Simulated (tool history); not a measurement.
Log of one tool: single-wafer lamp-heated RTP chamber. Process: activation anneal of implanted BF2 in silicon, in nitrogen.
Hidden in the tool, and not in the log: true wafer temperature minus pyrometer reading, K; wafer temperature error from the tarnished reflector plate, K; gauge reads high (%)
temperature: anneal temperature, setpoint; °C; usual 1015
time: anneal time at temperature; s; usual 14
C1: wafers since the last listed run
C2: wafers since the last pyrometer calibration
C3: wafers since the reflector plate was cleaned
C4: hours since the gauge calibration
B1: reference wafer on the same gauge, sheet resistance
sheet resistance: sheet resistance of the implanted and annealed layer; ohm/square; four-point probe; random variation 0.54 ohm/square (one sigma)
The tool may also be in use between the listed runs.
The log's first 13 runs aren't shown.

run 14 day=15.288 | temperature=1015 time=14 | C1=223 C2=5032 C3=5032 C4=890.4 | B1=198.62 | sheet_resistance=173.03
-- day=16.092 reflector plate cleaned
run 15 day=16.667 | temperature=1015 time=14 | C1=400 C2=5432 C3=219 C4=923.5 | B1=199.01 | sheet_resistance=173.03
run 16 day=17.625 | temperature=1015 time=18 | C1=366 C2=5799 C3=586 C4=946.5 | B1=198.91 | sheet_resistance=169.20
-- day=18.329 pyrometer window cleaned and pyrometer calibrated
-- day=18.542 gauge calibrated
run 17 day=18.988 | temperature=1000 time=11 | C1=393 C2=251 C3=980 C4=10.7 | B1=199.02 | sheet_resistance=192.07
run 18 day=20.238 | temperature=997 time=11 | C1=478 C2=730 C3=1459 C4=40.7 | B1=199.05 | sheet_resistance=195.11
run 19 day=21.671 | temperature=1024 time=11 | C1=548 C2=1278 C3=2007 C4=75.1 | B1=198.67 | sheet_resistance=171.01
run 20 day=23.150 | temperature=1015 time=14 | C1=566 C2=1844 C3=2573 C4=110.6 | B1=198.81 | sheet_resistance=173.26
run 21 day=23.850 | temperature=1036 time=9 | C1=267 C2=2112 C3=2841 C4=127.4 | B1=198.94 | sheet_resistance=165.43
run 22 day=25.096 | temperature=986 time=14 | C1=476 C2=2589 C3=3318 C4=157.3 | B1=198.87 | sheet_resistance=204.66
run 23 day=25.800 | temperature=1025 time=17 | C1=269 C2=2859 C3=3588 C4=174.2 | B1=199.00 | sheet_resistance=162.57
run 24 day=27.129 | temperature=1015 time=14 | C1=508 C2=3367 C3=4096 C4=206.1 | B1=198.92 | sheet_resistance=173.43
run 25 day=28.600 | temperature=1015 time=10 | C1=562 C2=3930 C3=4659 C4=241.4 | B1=199.02 | sheet_resistance=180.30
run 26 day=29.688 | temperature=1035 time=21 | C1=416 C2=4347 C3=5076 C4=267.5 | B1=198.88 | sheet_resistance=153.28
run 27 day=30.675 | temperature=985 time=14 | C1=377 C2=4725 C3=5454 C4=291.2 | B1=199.19 | sheet_resistance=204.28
-- day=31.142 reflector plate cleaned
run 28 day=31.950 | temperature=1015 time=14 | C1=360 C2=5085 C3=309 C4=321.8 | B1=199.03 | sheet_resistance=173.00
run 29 day=33.233 | temperature=991 time=10 | C1=491 C2=5576 C3=801 C4=352.6 | B1=199.02 | sheet_resistance=202.03
run 30 day=34.246 | temperature=997 time=18 | C1=387 C2=5964 C3=1188 C4=376.9 | B1=198.83 | sheet_resistance=186.62
-- day=34.946 pyrometer window cleaned and pyrometer calibrated
run 31 day=35.383 | temperature=1015 time=14 | C1=307 C2=167 C3=1496 C4=404.2 | B1=199.11 | sheet_resistance=173.33
run 32 day=36.762 | temperature=1015 time=14 | C1=527 C2=694 C3=2024 C4=437.3 | B1=198.94 | sheet_resistance=174.13
run 33 day=38.042 | temperature=985 time=20 | C1=489 C2=1184 C3=2513 C4=468.0 | B1=199.00 | sheet_resistance=198.23
run 34 day=39.471 | temperature=1015 time=14 | C1=547 C2=1731 C3=3060 C4=502.3 | B1=199.22 | sheet_resistance=172.95
run 35 day=40.421 | temperature=995 time=8 | C1=363 C2=2095 C3=3424 C4=525.1 | B1=198.90 | sheet_resistance=200.97
run 36 day=41.025 | temperature=1004 time=22 | C1=231 C2=2326 C3=3655 C4=539.6 | B1=198.93 | sheet_resistance=175.10
run 37 day=41.933 | temperature=986 time=19 | C1=347 C2=2674 C3=4003 C4=561.4 | B1=199.07 | sheet_resistance=198.31
run 38 day=43.096 | temperature=998 time=18 | C1=444 C2=3119 C3=4448 C4=589.3 | B1=199.16 | sheet_resistance=185.34

3 ways to go on from here, each from the tool as it stands after run 38. What would each give?
run A day=43.112 | temperature=1015 time=22 | C1=6 C2=3125 C3=4454 C4=589.7 | B1=? | sheet_resistance=?
run B day=43.112 | temperature=1015 time=6 | C1=6 C2=3125 C3=4454 C4=589.7 | B1=? | sheet_resistance=?
run C day=43.112 | temperature=1015 time=8 | C1=6 C2=3125 C3=4454 C4=589.7 | B1=? | sheet_resistance=?

run=A B1=199.16 sheet_resistance=166.64
run=B B1=199.16 sheet_resistance=187.51
run=C B1=199.16 sheet_resistance=183.17
Without the tool's hidden state the same runs would have given:
run=A sheet_resistance=166.64
run=B sheet_resistance=187.51
run=C sheet_resistance=183.17
